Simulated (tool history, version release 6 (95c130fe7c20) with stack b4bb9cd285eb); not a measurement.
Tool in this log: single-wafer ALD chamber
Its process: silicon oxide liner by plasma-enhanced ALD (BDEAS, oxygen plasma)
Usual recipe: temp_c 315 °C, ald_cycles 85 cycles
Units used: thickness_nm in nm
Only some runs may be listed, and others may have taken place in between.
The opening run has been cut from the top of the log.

run	hour	temp_c	ald_cycles	wafers since the last listed run	hours since the last thermocouple change	hours since the gauge calibration	read-back reference wafer on the same gauge, thickness_nm	thickness_nm
2	19.4	320	85	68	1647.3	291.3	10.474	8.823
3	52.7	320	85	117	1680.6	324.6	10.486	8.774
4	144.5	315	85	322	1772.4	416.4	10.486	8.846
5	179.7	315	85	123	1807.6	451.6	10.493	8.854
6	231.4	315	85	181	1859.3	503.3	10.481	8.845
7	250.9	315	96	68	1878.8	522.8	10.489	10.023
8	298.5	315	96	167	1926.4	570.4	10.479	10.024
9	318.4	315	85	69	1946.3	590.3	10.483	8.888
10	354.3	315	79	126	1982.2	626.2	10.481	8.238
11	382.7	315	79	99	2010.6	654.6	10.479	8.209
12	413.6	315	79	108	2041.5	685.5	10.495	8.227
13	442.4	327	85	101	2070.3	714.3	10.489	8.685
# hour 474.4: gauge calibrated
14	476.3	327	85	119	2104.2	1.9	10.488	8.702
15	495.6	327	85	67	2123.5	21.2	10.485	8.664
16	513.7	315	85	63	2141.6	39.3	10.486	8.903
17	534.3	315	85	72	2162.2	59.9	10.487	8.859
18	569.7	309	81	124	2197.6	95.3	10.490	8.566
19	584.9	315	85	53	2212.8	110.5	10.494	8.886
20	615.7	315	85	108	2243.6	141.3	10.487	8.862
21	632.9	315	85	60	2260.8	158.5	10.486	8.835
22	656.2	315	95	81	2284.1	181.8	10.494	9.890

For run 23, what comes out?
23	678.4	315	101	78	2306.3	204.0	?	?

{"run 23": {"read-back reference wafer on the same gauge, thickness_nm": 10.485, "thickness_nm": 10.538}}
Had the tool carried no hidden state, the very same run would have given thickness_nm 10.538 nm.

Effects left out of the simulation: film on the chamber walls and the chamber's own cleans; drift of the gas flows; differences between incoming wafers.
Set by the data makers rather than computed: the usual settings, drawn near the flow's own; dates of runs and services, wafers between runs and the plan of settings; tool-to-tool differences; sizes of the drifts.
